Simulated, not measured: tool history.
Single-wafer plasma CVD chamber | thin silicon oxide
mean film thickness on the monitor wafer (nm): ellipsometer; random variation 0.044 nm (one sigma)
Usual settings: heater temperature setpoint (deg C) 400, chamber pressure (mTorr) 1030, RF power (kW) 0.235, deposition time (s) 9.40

| run | hour | heater temperature setpoint (deg C) | chamber pressure (mTorr) | RF power (kW) | deposition time (s) | read-back reference wafer on the same gauge, thickness_nm | mean film thickness on the monitor wafer (nm) |
|---|---|---|---|---|---|---|---|
| 1 | 0.0 | 400 | 1030 | 0.235 | 9.40 | 21.118 | 19.078 |
| 2 | 32.6 | 400 | 1030 | 0.235 | 9.40 | 21.108 | 19.099 |
| 3 | 65.4 | 397 | 1030 | 0.235 | 9.40 | 21.076 | 19.183 |
| 4 | 101.7 | 397 | 1030 | 0.235 | 9.40 | 21.086 | 19.155 |
| 5 | 156.6 | 400 | 1030 | 0.235 | 9.40 | 21.095 | 19.100 |
| 6 | 225.8 | 400 | 1030 | 0.235 | 9.40 | 21.081 | 19.162 |
| 7 | 291.0 | 400 | 1030 | 0.235 | 9.40 | 21.096 | 19.164 |
| 8 | 347.7 | 400 | 1030 | 0.235 | 9.40 | 21.121 | 19.103 |
| 9 | 391.0 | 400 | 1030 | 0.250 | 9.40 | 21.093 | 19.682 |
| 10 | 442.2 | 397 | 1030 | 0.235 | 9.40 | 21.103 | 19.196 |
| 11 | 475.4 | 412 | 1030 | 0.195 | 9.40 | 21.094 | 17.436 |
| 12 | 547.0 | 405 | 850 | 0.235 | 7.85 | 21.105 | 14.108 |
| 13 | 602.5 | 400 | 1030 | 0.235 | 8.13 | 21.095 | 16.527 |
| 14 | 656.4 | 400 | 1030 | 0.235 | 9.40 | 21.092 | 19.079 |
| 15 | 710.3 | 400 | 1030 | 0.235 | 9.40 | 21.097 | 19.087 |
| 16 | 772.6 | 400 | 1030 | 0.235 | 9.40 | 21.079 | 19.091 |
| 17 | 814.0 | 400 | 1030 | 0.200 | 9.40 | 21.106 | 17.735 |
| 18 | 867.8 | 400 | 1030 | 0.235 | 10.38 | 21.090 | 21.130 |
| 19 | 920.6 | 400 | 1200 | 0.215 | 9.40 | 21.092 | 20.017 |

Not shown: 5 entries that the log had between the listed runs. Between which runs, and how does the tool's hidden state differ before and after?
Between runs 10 and 11: capacitance manometer re-zeroed and calibrated (hour 470.7)
  no hidden state differs between the two runs
Between runs 11 and 12: gauge calibrated (hour 487.0)
  no hidden state differs between the two runs
Between runs 12 and 13: RF generator calibrated (hour 578.8)
  no hidden state differs between the two runs
Between runs 13 and 14: thermocouple changed; heater temperature recalibrated (hour 636.6)
  no hidden state differs between the two runs
Between runs 15 and 16: showerhead replaced (hour 730.3)
  no hidden state differs between the two runs
